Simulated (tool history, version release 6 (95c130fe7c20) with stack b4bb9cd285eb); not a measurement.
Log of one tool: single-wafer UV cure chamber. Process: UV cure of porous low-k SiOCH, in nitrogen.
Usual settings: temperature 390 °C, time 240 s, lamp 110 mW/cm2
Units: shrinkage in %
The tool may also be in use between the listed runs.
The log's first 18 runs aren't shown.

run     day  temperature  time  lamp  wafers since the last listed run  hours since the UV bulbs were replaced  wafers since the quartz window was cleaned  shrinkage
 19   9.888          390   240   110                               114                                  2438.5                                        3396      8.845
 20  10.229          397   240    83                                65                                  2446.7                                        3462      7.508
 21  10.575          390   140   110                                66                                    2455                                        3529      6.824
 22  11.179          381   105    83                               116                                  2469.5                                        3645      4.815
 23  11.779          377   295    87                               115                                  2483.9                                        3761      8.493
     12.454  -- quartz window cleaned
 24  12.475          390   240   143                                69                                  2500.6                                           4     10.196
 25   12.95          390   380   110                                91                                    2512                                          95     11.237
 26  13.229          405   295   126                                53                                  2518.7                                         149     10.841
 27  13.971          382   350   122                               143                                  2536.5                                         292     10.988
 28  14.433          410   240   110                                89                                  2547.6                                         381      9.671
       14.9  -- UV bulbs replaced
 29  15.096          376   240    76                                63                                     4.7                                         445      7.769
 30  15.421          390   330   140                                62                                    12.5                                         508     11.522
 31  15.979          405   195   110                               107                                    25.9                                         615       8.83
 32  16.279          395   240   110                                57                                    33.1                                         673      9.431
 33  16.917          390   240   110                               122                                    48.4                                         796      8.876
 34    17.5          400   155   110                               112                                    62.4                                         908       7.68
 35   18.05          409   165    91                               106                                    75.6                                        1015      7.547
 36  18.767          390   310    75                               138                                    92.8                                        1153      8.902
 37  19.467          390   240   110                               134                                   109.6                                        1288      8.937
 38  20.083          409   165    91                               118                                   124.4                                        1407      7.289
 39  20.875          383   240   124                               152                                   143.4                                        1559      9.289
 40  21.375          382   350   122                                96                                   155.4                                        1656     10.587
 41    22.1          390   240   110                               139                                   172.8                                        1796      9.051

Forecast each of these 3 alternatives for the next run:
  A  22.117          390   240   110                                 3                                   173.2                                        1799          ?
  B  22.117          382   310   137                                 3                                   173.2                                        1799          ?
  C  22.117          390   315    92                                 3                                   173.2                                        1799          ?

run  shrinkage
  A      9.107
  B     10.823
  C      9.461
Without the tool's hidden state the same runs would have given:
run  shrinkage
  A      9.447
  B     11.179
  C      9.805
